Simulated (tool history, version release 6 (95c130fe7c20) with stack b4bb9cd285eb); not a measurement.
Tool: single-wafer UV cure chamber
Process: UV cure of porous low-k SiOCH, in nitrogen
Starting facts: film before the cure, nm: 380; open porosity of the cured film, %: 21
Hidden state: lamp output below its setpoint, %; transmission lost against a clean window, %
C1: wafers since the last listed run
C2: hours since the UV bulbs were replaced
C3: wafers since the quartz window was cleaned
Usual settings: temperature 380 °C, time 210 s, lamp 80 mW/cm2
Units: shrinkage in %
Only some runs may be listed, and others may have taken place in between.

Run 1, hour 0.0: usual settings; C1 0; C2 2357.2; C3 895. Result: shrinkage 8.328 %.
Run 2, hour 58.4: usual settings; C1 208; C2 2415.6; C3 1104. Result: shrinkage 8.139 %.
Run 3, hour 88.4: usual settings but lamp 63 mW/cm2; C1 107; C2 2445.6; C3 1211. Result: shrinkage 7.316 %.
Run 4, hour 111.7: usual settings but time 245 s; C1 83; C2 2468.9; C3 1294. Result: shrinkage 8.935 %.
Run 5, hour 142.9: usual settings but time 245 s; C1 111; C2 2500.1; C3 1406. Result: shrinkage 8.970 %.
Run 6, hour 158.4: usual settings but time 245 s; C1 55; C2 2515.6; C3 1461. Result: shrinkage 8.837 %.
Run 7, hour 174.2: usual settings; C1 56; C2 2531.4; C3 1518. Result: shrinkage 8.189 %.
Run 8, hour 199.2: usual settings but time 255 s; C1 89; C2 2556.4; C3 1607. Result: shrinkage 8.928 %.
Run 9, hour 211.5: usual settings but temperature 393 °C, time 255 s; C1 44; C2 2568.7; C3 1651. Result: shrinkage 9.048 %.
Run 10, hour 237.0: usual settings; C1 91; C2 2594.2; C3 1743. Result: shrinkage 8.012 %.
Run 11, hour 251.0: usual settings; C1 50; C2 2608.2; C3 1793. Result: shrinkage 7.952 %.
Run 12, hour 286.2: usual settings; C1 125; C2 2643.4; C3 1919. Result: shrinkage 8.048 %.
Run 13, hour 309.2: usual settings; C1 82; C2 2666.4; C3 2001. Result: shrinkage 7.802 %.
Run 14, hour 322.1: usual settings but lamp 56 mW/cm2; C1 46; C2 2679.3; C3 2047. Result: shrinkage 6.351 %.
Run 15, hour 351.5: usual settings; C1 105; C2 2708.7; C3 2152. Result: shrinkage 7.791 %.
Run 16, hour 365.1: usual settings but lamp 67 mW/cm2; C1 48; C2 2722.3; C3 2201. Result: shrinkage 7.177 %.
Run 17, hour 377.5: usual settings but lamp 67 mW/cm2; C1 44; C2 2734.7; C3 2245. Result: shrinkage 7.183 %.
Run 18, hour 401.2: usual settings but time 130 s, lamp 97 mW/cm2; C1 84; C2 2758.4; C3 2330. Result: shrinkage 6.600 %.
Run 19, hour 419.3: usual settings; C1 64; C2 2776.5; C3 2395. Result: shrinkage 7.714 %.
Run 20, hour 452.8: usual settings; C1 119; C2 2810.0; C3 2515. Result: shrinkage 7.690 %.
Run 21, hour 484.7: usual settings; C1 114; C2 2841.9; C3 2629. Result: shrinkage 7.602 %.
Run 22, hour 509.9: usual settings but temperature 365 °C; C1 90; C2 2867.1; C3 2719. Result: shrinkage 7.360 %.
Run 23, hour 522.1: usual settings but temperature 373 °C, time 270 s; C1 43; C2 2879.3; C3 2763. Result: shrinkage 8.365 %.
Run 24, hour 541.9: usual settings; C1 70; C2 2899.1; C3 2834. Result: shrinkage 7.416 %.
Run 25, hour 555.4: usual settings but time 330 s; C1 48; C2 2912.6; C3 2882. Result: shrinkage 9.406 %.
Run 26, hour 569.2: usual settings but temperature 396 °C, time 265 s, lamp 49 mW/cm2; C1 49; C2 2926.4; C3 2931. Result: shrinkage 6.658 %.
At hour 581.0: UV bulbs replaced.
Run 27, hour 588.6: usual settings but lamp 115 mW/cm2; C1 40; C2 7.6; C3 2972. Result: shrinkage 11.968 %.
Run 28, hour 616.5: usual settings but temperature 385 °C, time 275 s, lamp 68 mW/cm2; C1 99; C2 35.5; C3 3072. Result: shrinkage 10.843 %.
Run 29, hour 640.8: usual settings but temperature 374 °C; C1 86; C2 59.8; C3 3159. Result: shrinkage 9.940 %.
Run 30, hour 658.5: usual settings; C1 63; C2 77.5; C3 3222. Result: shrinkage 10.396 %.
Run 31, hour 691.9: usual settings but temperature 364 °C, time 135 s; C1 119; C2 110.9; C3 3342. Result: shrinkage 7.973 %.
At hour 703.9: quartz window cleaned.
Run 32, hour 705.9: usual settings but temperature 375 °C, time 100 s, lamp 100 mW/cm2; C1 21; C2 124.9; C3 7. Result: shrinkage 7.848 %.
Run 33, hour 720.4: usual settings but temperature 395 °C, time 255 s, lamp 59 mW/cm2; C1 51; C2 139.4; C3 58. Result: shrinkage 9.928 %.
Run 34, hour 752.9: usual settings; C1 116; C2 171.9; C3 175. Result: shrinkage 10.378 %.
Run 35, hour 787.6: usual settings but time 270 s, lamp 69 mW/cm2; C1 124; C2 206.6; C3 299. Result: shrinkage 10.759 %.
Run 36, hour 816.9: usual settings but time 85 s, lamp 97 mW/cm2; C1 104; C2 235.9; C3 404. Result: shrinkage 7.070 %.
Run 37, hour 836.3: usual settings; C1 69; C2 255.3; C3 473. Result: shrinkage 10.146 %.
Run 38, hour 865.2: usual settings but time 245 s; C1 103; C2 284.2; C3 576. Result: shrinkage 11.030 %.
Run 39, hour 882.5: usual settings; C1 61; C2 301.5; C3 638. Result: shrinkage 10.324 %.
Run 40, hour 917.0: usual settings but temperature 374 °C; C1 123; C2 336.0; C3 762. Result: shrinkage 10.080 %.
Run 41, hour 949.5: usual settings; C1 116; C2 368.5; C3 878. Result: shrinkage 10.339 %.
Run 42, hour 965.4: usual settings; C1 56; C2 384.4; C3 935. Result: shrinkage 10.492 %.
Run 43, hour 996.1: usual settings but lamp 97 mW/cm2; C1 109; C2 415.1; C3 1045. Result: shrinkage 10.893 %.
Run 44, hour 1015.4: usual settings but temperature 365 °C, lamp 100 mW/cm2; C1 69; C2 434.4; C3 1114. Result: shrinkage 10.937 %.

Each row is a separate what-if for the run after 44, all from the same tool condition, not one after another. Results?
Run A, hour 1015.9: usual settings; C1 1; C2 434.9; C3 1116. Result: shrinkage ?.
Run B, hour 1015.9: usual settings but temperature 374 °C, time 300 s, lamp 62 mW/cm2; C1 1; C2 434.9; C3 1116. Result: shrinkage ?.
Run C, hour 1015.9: usual settings but temperature 390 °C, lamp 66 mW/cm2; C1 1; C2 434.9; C3 1116. Result: shrinkage ?.
Run D, hour 1015.9: usual settings but time 275 s; C1 1; C2 434.9; C3 1116. Result: shrinkage ?.

run  shrinkage
  A     10.246
  B     10.598
  C      9.559
  D     11.493
With the hidden condition removed and each run's random variation left untouched, the same runs would have given:
run  shrinkage
  A     10.317
  B     10.670
  C      9.629
  D     11.566
